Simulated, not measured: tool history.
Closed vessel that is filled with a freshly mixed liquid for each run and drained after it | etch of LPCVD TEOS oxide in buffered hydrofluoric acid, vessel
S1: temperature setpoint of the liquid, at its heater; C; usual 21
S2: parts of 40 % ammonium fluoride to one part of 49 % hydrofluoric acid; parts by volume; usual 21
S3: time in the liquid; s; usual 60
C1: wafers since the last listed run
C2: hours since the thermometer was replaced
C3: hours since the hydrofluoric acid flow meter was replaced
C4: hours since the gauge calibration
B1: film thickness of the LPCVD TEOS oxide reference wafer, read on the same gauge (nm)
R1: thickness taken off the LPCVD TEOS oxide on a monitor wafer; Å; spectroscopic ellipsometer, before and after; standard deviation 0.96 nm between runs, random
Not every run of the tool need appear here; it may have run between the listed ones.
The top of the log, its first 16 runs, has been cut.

At hour 597.9: hydrofluoric acid flow meter replaced.
Run 17, hour 616.5: usual settings but S1 17 C, S2 29.5 parts by volume, S3 90 s; C1 2954; C2 667.9; C3 18.6; C4 110.8; B1 150.06. Result: R1 1259.3 Å.
Run 18, hour 675.5: usual settings but S1 18 C, S2 17 parts by volume; C1 3781; C2 726.9; C3 77.6; C4 169.8; B1 149.94. Result: R1 1355.4 Å.
Run 19, hour 702.1: usual settings but S1 18 C, S2 17 parts by volume, S3 50 s; C1 1704; C2 753.5; C3 104.2; C4 196.4; B1 149.99. Result: R1 1139 Å.
Run 20, hour 768.3: usual settings; C1 4243; C2 819.7; C3 170.4; C4 262.6; B1 149.99. Result: R1 1321.6 Å.
Run 21, hour 820.9: usual settings but S3 35 s; C1 3371; C2 872.3; C3 223; C4 315.2; B1 149.99. Result: R1 765.9 Å.
Run 22, hour 874.7: usual settings but S3 50 s; C1 3448; C2 926.1; C3 276.8; C4 369; B1 150.04. Result: R1 1086.2 Å.
Run 23, hour 926.3: usual settings but S2 18 parts by volume, S3 70 s; C1 3307; C2 977.7; C3 328.4; C4 420.6; B1 150.03. Result: R1 1765.6 Å.
Run 24, hour 989.3: usual settings but S1 17 C, S2 18.5 parts by volume; C1 4038; C2 1040.7; C3 391.4; C4 483.6; B1 150. Result: R1 1164.1 Å.
At hour 1035: thermometer replaced.
Run 25, hour 1054.4: usual settings but S1 18.5 C, S3 85 s; C1 4108; C2 19.4; C3 456.5; C4 548.7; B1 150. Result: R1 1701.2 Å.
At hour 1071.4: hydrofluoric acid flow meter replaced.
Run 26, hour 1094.4: usual settings but S1 24 C, S2 15.5 parts by volume, S3 90 s; C1 2499; C2 59.4; C3 23; C4 588.7; B1 149.99. Result: R1 3217.8 Å.
Run 27, hour 1137.4: usual settings but S1 25 C; C1 2756; C2 102.4; C3 66; C4 631.7; B1 150.01. Result: R1 1679.9 Å.
Run 28, hour 1192.9: usual settings but S1 25 C, S3 35 s; C1 3557; C2 157.9; C3 121.5; C4 687.2; B1 149.97. Result: R1 1000.7 Å.
Run 29, hour 1227.6: usual settings but S1 18.5 C, S2 16 parts by volume, S3 35 s; C1 2224; C2 192.6; C3 156.2; C4 721.9; B1 149.93. Result: R1 884.2 Å.
Run 30, hour 1255.8: usual settings but S1 24 C, S3 85 s; C1 1807; C2 220.8; C3 184.4; C4 750.1; B1 149.99. Result: R1 2259.2 Å.
Run 31, hour 1322: usual settings; C1 4243; C2 287; C3 250.6; C4 816.3; B1 150. Result: R1 1357.2 Å.
Run 32, hour 1391.6: usual settings but S2 18.5 parts by volume; C1 4461; C2 356.6; C3 320.2; C4 885.9; B1 150.05. Result: R1 1511.2 Å.
Run 33, hour 1448.1: usual settings but S1 24.5 C; C1 3621; C2 413.1; C3 376.7; C4 942.4; B1 149.98. Result: R1 1634.1 Å.

3 options for the next run, each taken on its own from the tool as it stands now. Forecast them:
Run A, hour 1448.8: usual settings; C1 44; C2 413.8; C3 377.4; C4 943.1; B1 ?. Result: R1 ?.
Run B, hour 1448.8: usual settings but S3 30 s; C1 44; C2 413.8; C3 377.4; C4 943.1; B1 ?. Result: R1 ?.
Run C, hour 1448.8: usual settings but S1 23 C, S2 15 parts by volume, S3 85 s; C1 44; C2 413.8; C3 377.4; C4 943.1; B1 ?. Result: R1 ?.

run      B1      R1
  A  150.02  1360.5
  B  150.02   680.2
  C  150.02  2957.7
What these runs would have given with no unlogged condition in the tool:
run      R1
  A  1388.9
  B   694.4
  C  3018.6
